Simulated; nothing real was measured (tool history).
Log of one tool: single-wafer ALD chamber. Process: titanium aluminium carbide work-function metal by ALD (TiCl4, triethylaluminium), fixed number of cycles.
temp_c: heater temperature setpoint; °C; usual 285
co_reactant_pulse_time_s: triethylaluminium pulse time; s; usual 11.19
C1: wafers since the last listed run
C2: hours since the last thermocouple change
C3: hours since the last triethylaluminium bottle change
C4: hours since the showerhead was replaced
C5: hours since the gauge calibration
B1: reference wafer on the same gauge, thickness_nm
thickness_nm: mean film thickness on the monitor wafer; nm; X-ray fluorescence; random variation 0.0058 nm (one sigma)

{"run": 1, "day": 0.0, "temp_c": 285, "co_reactant_pulse_time_s": 11.19, "C1": 0, "C2": 810.0, "C3": 298.4, "C4": 6619.3, "C5": 263.4, "B1": 2.141, "thickness_nm": 1.941}
{"run": 2, "day": 1.696, "temp_c": 285, "co_reactant_pulse_time_s": 11.19, "C1": 594, "C2": 850.7, "C3": 339.1, "C4": 6660.0, "C5": 304.1, "B1": 2.141, "thickness_nm": 1.934}
{"run": 3, "day": 5.588, "temp_c": 285, "co_reactant_pulse_time_s": 11.19, "C1": 1364, "C2": 944.1, "C3": 432.5, "C4": 6753.4, "C5": 397.5, "B1": 2.139, "thickness_nm": 1.933}
{"run": 4, "day": 10.421, "temp_c": 285, "co_reactant_pulse_time_s": 11.19, "C1": 1694, "C2": 1060.1, "C3": 548.5, "C4": 6869.4, "C5": 513.5, "B1": 2.141, "thickness_nm": 1.932}
{"run": 5, "day": 13.167, "temp_c": 285, "co_reactant_pulse_time_s": 11.19, "C1": 962, "C2": 1126.0, "C3": 614.4, "C4": 6935.3, "C5": 579.4, "B1": 2.141, "thickness_nm": 1.93}
{"run": 6, "day": 16.025, "temp_c": 285, "co_reactant_pulse_time_s": 11.19, "C1": 1002, "C2": 1194.6, "C3": 683.0, "C4": 7003.9, "C5": 648.0, "B1": 2.141, "thickness_nm": 1.93}
{"run": 7, "day": 18.704, "temp_c": 288, "co_reactant_pulse_time_s": 11.19, "C1": 939, "C2": 1258.9, "C3": 747.3, "C4": 7068.2, "C5": 712.3, "B1": 2.14, "thickness_nm": 1.957}
{"run": 8, "day": 22.308, "temp_c": 285, "co_reactant_pulse_time_s": 11.19, "C1": 1263, "C2": 1345.4, "C3": 833.8, "C4": 7154.7, "C5": 798.8, "B1": 2.14, "thickness_nm": 1.918}
{"run": 9, "day": 24.912, "temp_c": 285, "co_reactant_pulse_time_s": 11.19, "C1": 912, "C2": 1407.9, "C3": 896.3, "C4": 7217.2, "C5": 861.3, "B1": 2.14, "thickness_nm": 1.922}
{"run": 10, "day": 29.171, "temp_c": 285, "co_reactant_pulse_time_s": 11.19, "C1": 1492, "C2": 1510.1, "C3": 998.5, "C4": 7319.4, "C5": 963.5, "B1": 2.139, "thickness_nm": 1.923}
{"run": 11, "day": 33.638, "temp_c": 285, "co_reactant_pulse_time_s": 11.19, "C1": 1565, "C2": 1617.3, "C3": 1105.7, "C4": 7426.6, "C5": 1070.7, "B1": 2.139, "thickness_nm": 1.914}
{"day": 35.412, "done": "thermocouple changed; heater temperature recalibrated"}
{"run": 12, "day": 37.754, "temp_c": 285, "co_reactant_pulse_time_s": 11.19, "C1": 1326, "C2": 56.2, "C3": 1204.5, "C4": 7525.4, "C5": 1169.5, "B1": 2.14, "thickness_nm": 1.91}
{"run": 13, "day": 40.204, "temp_c": 285, "co_reactant_pulse_time_s": 13.33, "C1": 858, "C2": 115.0, "C3": 1263.3, "C4": 7584.2, "C5": 1228.3, "B1": 2.139, "thickness_nm": 1.93}
{"run": 14, "day": 41.754, "temp_c": 285, "co_reactant_pulse_time_s": 13.33, "C1": 543, "C2": 152.2, "C3": 1300.5, "C4": 7621.4, "C5": 1265.5, "B1": 2.14, "thickness_nm": 1.929}
{"day": 43.292, "done": "showerhead replaced"}
{"run": 15, "day": 46.033, "temp_c": 285, "co_reactant_pulse_time_s": 13.33, "C1": 1383, "C2": 254.9, "C3": 1403.2, "C4": 65.8, "C5": 1368.2, "B1": 2.14, "thickness_nm": 1.926}
{"run": 16, "day": 47.596, "temp_c": 272, "co_reactant_pulse_time_s": 15.57, "C1": 547, "C2": 292.4, "C3": 1440.7, "C4": 103.3, "C5": 1405.7, "B1": 2.14, "thickness_nm": 1.817}
{"run": 17, "day": 51.996, "temp_c": 275, "co_reactant_pulse_time_s": 11.19, "C1": 1542, "C2": 398.0, "C3": 1546.3, "C4": 208.9, "C5": 1511.3, "B1": 2.142, "thickness_nm": 1.798}
{"run": 18, "day": 56.096, "temp_c": 278, "co_reactant_pulse_time_s": 8.22, "C1": 1437, "C2": 496.4, "C3": 1644.7, "C4": 307.3, "C5": 1609.7, "B1": 2.142, "thickness_nm": 1.746}
{"day": 56.783, "done": "triethylaluminium bottle replaced"}
{"day": 58.162, "done": "gauge calibrated"}
{"run": 19, "day": 60.008, "temp_c": 293, "co_reactant_pulse_time_s": 14.9, "C1": 1254, "C2": 590.3, "C3": 77.4, "C4": 401.2, "C5": 44.3, "B1": 2.14, "thickness_nm": 1.983}
{"run": 20, "day": 61.775, "temp_c": 276, "co_reactant_pulse_time_s": 7.58, "C1": 619, "C2": 632.7, "C3": 119.8, "C4": 443.6, "C5": 86.7, "B1": 2.141, "thickness_nm": 1.669}
{"run": 21, "day": 65.342, "temp_c": 292, "co_reactant_pulse_time_s": 13.97, "C1": 1250, "C2": 718.3, "C3": 205.4, "C4": 529.2, "C5": 172.3, "B1": 2.14, "thickness_nm": 1.967}
{"run": 22, "day": 67.621, "temp_c": 285, "co_reactant_pulse_time_s": 11.19, "C1": 798, "C2": 773.0, "C3": 260.1, "C4": 583.9, "C5": 227.0, "B1": 2.142, "thickness_nm": 1.849}
{"run": 23, "day": 70.171, "temp_c": 285, "co_reactant_pulse_time_s": 11.19, "C1": 893, "C2": 834.2, "C3": 321.3, "C4": 645.1, "C5": 288.2, "B1": 2.14, "thickness_nm": 1.856}
{"run": 24, "day": 73.825, "temp_c": 285, "co_reactant_pulse_time_s": 11.19, "C1": 1281, "C2": 921.9, "C3": 409.0, "C4": 732.8, "C5": 375.9, "B1": 2.138, "thickness_nm": 1.856}
{"run": 25, "day": 76.121, "temp_c": 276, "co_reactant_pulse_time_s": 9.71, "C1": 804, "C2": 977.0, "C3": 464.1, "C4": 787.9, "C5": 431.0, "B1": 2.14, "thickness_nm": 1.738}
{"run": 26, "day": 77.912, "temp_c": 298, "co_reactant_pulse_time_s": 15.63, "C1": 628, "C2": 1020.0, "C3": 507.1, "C4": 830.9, "C5": 474.0, "B1": 2.14, "thickness_nm": 2.046}
{"run": 27, "day": 81.204, "temp_c": 295, "co_reactant_pulse_time_s": 13.77, "C1": 1153, "C2": 1099.0, "C3": 586.1, "C4": 909.9, "C5": 553.0, "B1": 2.139, "thickness_nm": 1.989}
{"day": 83.321, "done": "triethylaluminium bottle replaced, repeated, since the last time left the tool worse"}
{"run": 28, "day": 83.392, "temp_c": 279, "co_reactant_pulse_time_s": 9.09, "C1": 649, "C2": 1151.5, "C3": 1.7, "C4": 962.4, "C5": 605.5, "B1": 2.14, "thickness_nm": 1.842}
{"run": 29, "day": 85.183, "temp_c": 291, "co_reactant_pulse_time_s": 6.76, "C1": 628, "C2": 1194.5, "C3": 44.7, "C4": 1005.4, "C5": 648.5, "B1": 2.139, "thickness_nm": 1.906}
{"run": 30, "day": 87.242, "temp_c": 275, "co_reactant_pulse_time_s": 12.73, "C1": 721, "C2": 1243.9, "C3": 94.1, "C4": 1054.8, "C5": 697.9, "B1": 2.139, "thickness_nm": 1.836}
{"run": 31, "day": 91.45, "temp_c": 294, "co_reactant_pulse_time_s": 7.65, "C1": 1475, "C2": 1344.9, "C3": 195.1, "C4": 1155.8, "C5": 798.9, "B1": 2.139, "thickness_nm": 1.952}
{"run": 32, "day": 93.671, "temp_c": 297, "co_reactant_pulse_time_s": 12.39, "C1": 778, "C2": 1398.2, "C3": 248.4, "C4": 1209.1, "C5": 852.2, "B1": 2.14, "thickness_nm": 2.065}
{"run": 33, "day": 97.808, "temp_c": 285, "co_reactant_pulse_time_s": 11.19, "C1": 1450, "C2": 1497.5, "C3": 347.7, "C4": 1308.4, "C5": 951.5, "B1": 2.139, "thickness_nm": 1.924}
{"run": 34, "day": 100.312, "temp_c": 285, "co_reactant_pulse_time_s": 11.19, "C1": 877, "C2": 1557.6, "C3": 407.8, "C4": 1368.5, "C5": 1011.6, "B1": 2.141, "thickness_nm": 1.929}

How the hidden state differs across the entries between the runs, from the last listed run before each to the first after it:
Between runs 11 and 12: thermocouple changed; heater temperature recalibrated (day 35.412)
  triethylaluminium dose above that of a fresh bottle (%): -13.2 -> -15.3
  measured less the result without the state, thickness_nm: -0.018 -> -0.021 nm
Between runs 14 and 15: showerhead replaced (day 43.292)
  triethylaluminium dose above that of a fresh bottle (%): -17.6 -> -20.3
  measured less the result without the state, thickness_nm: -0.018 -> -0.022 nm
Between runs 18 and 19: triethylaluminium bottle replaced (day 56.783); gauge calibrated (day 58.162)
  triethylaluminium dose above that of a fresh bottle (%): -27.3 -> -39.6
  measured less the result without the state, thickness_nm: -0.068 -> -0.049 nm
Between runs 27 and 28: triethylaluminium bottle replaced, repeated, since the last time left the tool worse (day 83.321)
  triethylaluminium dose above that of a fresh bottle (%): -42.9 -> -2.28
  measured less the result without the state, thickness_nm: -0.067 -> -0.004 nm

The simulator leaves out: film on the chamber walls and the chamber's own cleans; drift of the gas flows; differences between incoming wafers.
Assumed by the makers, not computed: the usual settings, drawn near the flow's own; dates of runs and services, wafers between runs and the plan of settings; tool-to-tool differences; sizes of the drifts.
